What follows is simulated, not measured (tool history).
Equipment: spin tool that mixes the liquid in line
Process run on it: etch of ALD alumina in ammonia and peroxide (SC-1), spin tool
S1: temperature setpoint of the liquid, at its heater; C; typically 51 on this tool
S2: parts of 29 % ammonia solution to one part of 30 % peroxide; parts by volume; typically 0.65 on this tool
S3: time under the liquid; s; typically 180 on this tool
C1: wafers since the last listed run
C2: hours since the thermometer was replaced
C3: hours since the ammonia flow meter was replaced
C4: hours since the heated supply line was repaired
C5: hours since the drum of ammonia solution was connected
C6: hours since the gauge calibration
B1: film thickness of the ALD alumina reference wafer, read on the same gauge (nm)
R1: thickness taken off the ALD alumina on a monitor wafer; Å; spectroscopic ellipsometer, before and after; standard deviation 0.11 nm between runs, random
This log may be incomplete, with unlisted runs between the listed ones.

run	hour	S1	S2	S3	C1	C2	C3	C4	C5	C6	B1	R1
1	0	51	0.65	180	0	1730.8	272.9	3682.4	263.7	771.3	48.85	115.1
2	64.5	51	0.65	180	613	1795.3	337.4	3746.9	328.2	835.8	48.75	116.3
3	94.7	51	0.65	180	287	1825.5	367.6	3777.1	358.4	866	48.69	114.9
4	128.3	51	0.65	180	319	1859.1	401.2	3810.7	392	899.6	48.59	115.4
# hour 178.5: ammonia flow meter replaced
5	197.2	51	0.65	180	645	1928	18.7	3879.6	460.9	968.5	48.4	115.2
6	257	51	0.8	180	568	1987.8	78.5	3939.4	520.7	1028.3	48.21	116.9
7	295.7	51	0.65	180	368	2026.5	117.2	3978.1	559.4	1067	48.13	112.8
# hour 331.5: new drum of ammonia solution connected
8	349.2	43.5	0.65	180	499	2080	170.7	4031.6	17.7	1120.5	47.94	74.3
# hour 397.2: heated supply line repaired
9	414	51	0.65	220	606	2144.8	235.5	16.8	82.5	1185.3	47.71	138.6
10	442.9	51	0.65	220	274	2173.7	264.4	45.7	111.4	1214.2	47.63	138.3
11	516.7	51	0.65	220	701	2247.5	338.2	119.5	185.2	1288	47.36	136.1
# hour 530: thermometer replaced
# hour 555.7: gauge calibrated
12	565.5	51	0.65	180	454	35.5	387	168.3	234	9.8	49.77	118.6
# hour 626.1: ammonia flow meter replaced
13	632.2	51	0.65	220	624	102.2	6.1	235	300.7	76.5	49.73	145.2
14	659.7	56	0.65	180	261	129.7	33.6	262.5	328.2	104	49.75	153.9
15	703.4	51	0.65	180	415	173.4	77.3	306.2	371.9	147.7	49.71	118.6
16	772.1	51	0.65	180	653	242.1	146	374.9	440.6	216.4	49.69	115.7
17	826.2	57	0.4	180	514	296.2	200.1	429	494.7	270.5	49.65	154.5
18	852.4	51	0.65	180	249	322.4	226.3	455.2	520.9	296.7	49.6	118.7
19	882.4	46	0.65	90	285	352.4	256.3	485.2	550.9	326.7	49.61	44.3
20	934.6	51	0.65	75	496	404.6	308.5	537.4	603.1	378.9	49.54	49.4
# hour 936.2: new drum of ammonia solution connected
21	994	46.5	0.85	130	555	464	367.9	596.8	57.8	438.3	49.49	67.8
22	1047.1	42	0.65	215	505	517.1	421	649.9	110.9	491.4	49.37	83.5
# hour 1072.2: ammonia flow meter replaced
23	1120.7	51	0.65	250	690	590.7	48.5	723.5	184.5	565	49.27	161.4
24	1171.5	54.5	0.9	110	483	641.5	99.3	774.3	235.3	615.8	49.2	87.9

For each entry between runs, how does the tool's hidden state at the last listed run before it compare with that at the first listed run after it?
Run 4 -> run 5: ammonia flow meter replaced (hour 178.5)
  gauge reads high (%): -2.85 -> -3.21
  measured value less the no-hidden-state value, R1: -3.4 -> -3.8 Å
Run 7 -> run 8: new drum of ammonia solution connected (hour 331.5)
  gauge reads high (%): -3.79 -> -4.12
  measured value less the no-hidden-state value, R1: -4.4 -> -3.2 Å
Run 8 -> run 9: heated supply line repaired (hour 397.2)
  gauge reads high (%): -4.12 -> -4.55
  measured value less the no-hidden-state value, R1: -3.2 -> -6.6 Å
Run 11 -> run 12: thermometer replaced (hour 530); gauge calibrated (hour 555.7)
  gauge reads high (%): -5.28 -> -0.498
  measured value less the no-hidden-state value, R1: -7.6 -> -0.6 Å
Run 12 -> run 13: ammonia flow meter replaced (hour 626.1)
  gauge reads high (%): -0.498 -> -0.514
  measured value less the no-hidden-state value, R1: -0.6 -> -0.7 Å
Run 20 -> run 21: new drum of ammonia solution connected (hour 936.2)
  gauge reads high (%): -0.908 -> -1.05
  measured value less the no-hidden-state value, R1: -0.4 -> -0.7 Å
Run 22 -> run 23: ammonia flow meter replaced (hour 1072.2)
  gauge reads high (%): -1.19 -> -1.41
  measured value less the no-hidden-state value, R1: -1 -> -2.3 Å
